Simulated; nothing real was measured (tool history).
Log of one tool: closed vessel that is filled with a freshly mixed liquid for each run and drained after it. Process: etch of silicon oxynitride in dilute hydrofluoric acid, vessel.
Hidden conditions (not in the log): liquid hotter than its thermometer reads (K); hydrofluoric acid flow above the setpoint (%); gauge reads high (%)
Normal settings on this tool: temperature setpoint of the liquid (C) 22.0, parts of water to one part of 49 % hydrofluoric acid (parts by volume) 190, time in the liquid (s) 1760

run,hour,temperature setpoint of the liquid (C),parts of water to one part of 49 % hydrofluoric acid (parts by volume),time in the liquid (s),wafers since the last listed run,hours since the thermometer was replaced,hours since the hydrofluoric acid flow meter was replaced,hours since the gauge calibration,"read-back film thickness of the silicon oxynitride reference wafer, read on the same gauge (nm)",thickness taken off the silicon oxynitride on a monitor wafer (nm)
1,0.0,22.0,190,1760,0,282.8,440.6,941.7,89.98,27.75
2,28.4,22.0,190,1760,1024,311.2,469.0,970.1,90.00,27.65
3,44.2,22.0,190,1760,570,327.0,484.8,985.9,90.06,27.95
# hour 45.6: gauge calibrated
4,66.3,22.0,190,1760,797,349.1,506.9,20.7,90.02,27.72
5,97.2,22.0,190,1760,1114,380.0,537.8,51.6,90.02,27.87
6,128.9,22.0,190,1760,1143,411.7,569.5,83.3,89.98,28.03
7,144.7,18.5,190,1760,570,427.5,585.3,99.1,89.98,23.73
8,161.9,18.5,190,1760,620,444.7,602.5,116.3,89.98,24.01
9,190.0,18.5,190,1760,1013,472.8,630.6,144.4,89.99,23.99
10,217.1,22.0,140,2635,977,499.9,657.7,171.5,89.99,59.80
# hour 231.4: hydrofluoric acid flow meter replaced
11,249.1,26.5,265,1760,1118,531.9,17.7,203.5,89.99,22.54
# hour 271.0: thermometer replaced
12,277.9,22.0,190,1760,1002,6.9,46.5,232.3,90.03,26.79
13,297.6,22.0,150,2445,710,26.6,66.2,252.0,90.01,48.04
14,323.3,26.0,190,1760,927,52.3,91.9,277.7,89.98,32.21
15,344.4,18.5,190,1760,761,73.4,113.0,298.8,89.99,22.76
16,370.8,20.0,250,1115,952,99.8,139.4,325.2,90.01,11.42
17,383.7,25.5,235,1265,465,112.7,152.3,338.1,90.00,17.66
18,404.3,22.0,265,1760,743,133.3,172.9,358.7,90.01,18.46
19,435.3,20.0,190,1250,1118,164.3,203.9,389.7,90.00,17.58
20,451.1,22.0,190,1760,570,180.1,219.7,405.5,89.99,27.32
21,472.6,23.0,235,1760,775,201.6,241.2,427.0,89.93,22.34
22,506.5,22.0,190,1760,1223,235.5,275.1,460.9,90.00,27.28
23,537.1,22.0,110,1760,1104,266.1,305.7,491.5,89.96,50.35
24,560.1,25.5,140,1760,829,289.1,328.7,514.5,89.94,45.41
25,575.7,22.0,190,1760,562,304.7,344.3,530.1,90.01,27.63
26,601.3,22.0,190,1760,923,330.3,369.9,555.7,89.97,27.38
27,633.9,22.0,190,1760,1176,362.9,402.5,588.3,90.03,27.71
28,662.6,22.0,190,1760,1035,391.6,431.2,617.0,90.00,27.92
29,694.1,20.0,115,1760,1136,423.1,462.7,648.5,90.02,44.30
30,706.6,22.0,245,1760,450,435.6,475.2,661.0,89.98,20.86
31,729.7,22.0,190,1760,833,458.7,498.3,684.1,90.03,28.01
32,744.9,22.0,270,1760,548,473.9,513.5,699.3,90.01,18.77

Selected run-to-run steps in thickness taken off the silicon oxynitride on a monitor wafer (nm), each split into two signed amounts: the part the tool would show with no hidden state at all (from settings, incoming material and random variation), and the remainder, which goes to the hidden state together with any gauge scatter not common to the measured and the hidden-state-free results:
Run 9 -> 10: temperature setpoint of the liquid (C) 18.5 -> 22.0, parts of water to one part of 49 % hydrofluoric acid (parts by volume) 190 -> 140, time in the liquid (s) 1760 -> 2635. thickness taken off the silicon oxynitride on a monitor wafer (nm) +35.81: hidden state +2.26, all else +33.55.
Run 10 -> 11: temperature setpoint of the liquid (C) 22.0 -> 26.5, parts of water to one part of 49 % hydrofluoric acid (parts by volume) 140 -> 265, time in the liquid (s) 2635 -> 1760, hydrofluoric acid flow meter replaced. thickness taken off the silicon oxynitride on a monitor wafer (nm) -37.26: hidden state -3.06, all else -34.20.
Run 29 -> 30: temperature setpoint of the liquid (C) 20.0 -> 22.0, parts of water to one part of 49 % hydrofluoric acid (parts by volume) 115 -> 245. thickness taken off the silicon oxynitride on a monitor wafer (nm) -23.44: hidden state -1.09, all else -22.35.
